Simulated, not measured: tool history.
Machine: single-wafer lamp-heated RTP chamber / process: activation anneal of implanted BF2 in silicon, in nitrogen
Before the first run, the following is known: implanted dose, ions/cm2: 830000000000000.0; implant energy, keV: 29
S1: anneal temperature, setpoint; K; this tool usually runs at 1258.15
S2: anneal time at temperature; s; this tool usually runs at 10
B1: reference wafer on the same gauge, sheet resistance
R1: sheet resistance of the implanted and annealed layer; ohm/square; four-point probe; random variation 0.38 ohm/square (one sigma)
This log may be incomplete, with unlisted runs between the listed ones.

run	hour	S1	S2	B1	R1
1	0.0	1249.15	10	183.05	165.78
2	6.5	1249.15	10	183.00	165.88
3	17.0	1258.15	10	183.02	159.64
4	26.3	1258.15	10	182.99	159.09
5	37.0	1258.15	10	183.06	158.85
6	44.7	1258.15	10	183.01	159.58
7	51.8	1258.15	10	182.97	159.12
8	62.2	1258.15	10	182.98	159.23
9	75.4	1258.15	10	182.98	158.47
10	87.6	1258.15	10	182.99	158.68
11	98.2	1258.15	10	182.96	157.74
12	107.9	1258.15	10	182.91	159.13
13	116.8	1258.15	10	182.97	158.31
14	124.8	1258.15	10	183.02	158.28
15	137.4	1258.15	10	183.00	158.56
# hour 159.2: pyrometer window cleaned and pyrometer calibrated
# hour 166.9: reflector plate cleaned
16	167.4	1258.15	7	183.06	169.63
17	167.7	1276.15	5	183.02	159.70
18	206.1	1258.15	10	182.97	166.63
19	217.7	1258.15	10	183.08	165.83
20	226.5	1273.15	10	183.01	156.09
21	241.2	1230.15	13	182.96	185.28
22	258.9	1239.15	7	182.97	182.10
23	274.5	1258.15	10	183.05	164.92
24	289.4	1258.15	6	182.99	168.68
25	300.0	1258.15	10	183.04	165.40
# hour 306.7: gauge calibrated
26	307.9	1248.15	15	182.97	168.18
27	314.9	1258.15	10	182.91	164.01
28	329.8	1282.15	12	182.95	148.20
29	346.4	1233.15	14	182.98	180.05
30	361.4	1269.15	6	182.96	160.95
31	374.4	1266.15	13	182.98	155.99
32	387.1	1249.15	10	182.99	169.74

Run by run, hidden condition taken away, random variation retained:
What the log doesn't record here: true wafer temperature minus pyrometer reading, K; wafer temperature error from the tarnished reflector plate, K; gauge reads high (%).
run	R1
1	174.10
2	174.30
3	167.48
4	167.03
5	166.92
6	167.79
7	167.40
8	167.66
9	167.03
10	167.42
11	166.57
12	168.16
13	167.42
14	167.49
15	167.96
16	170.48
17	160.35
18	168.06
19	167.42
20	157.53
21	187.71
22	184.60
23	167.31
24	171.18
25	168.16
26	171.36
27	166.96
28	150.49
29	184.29
30	163.99
31	159.48
32	174.05
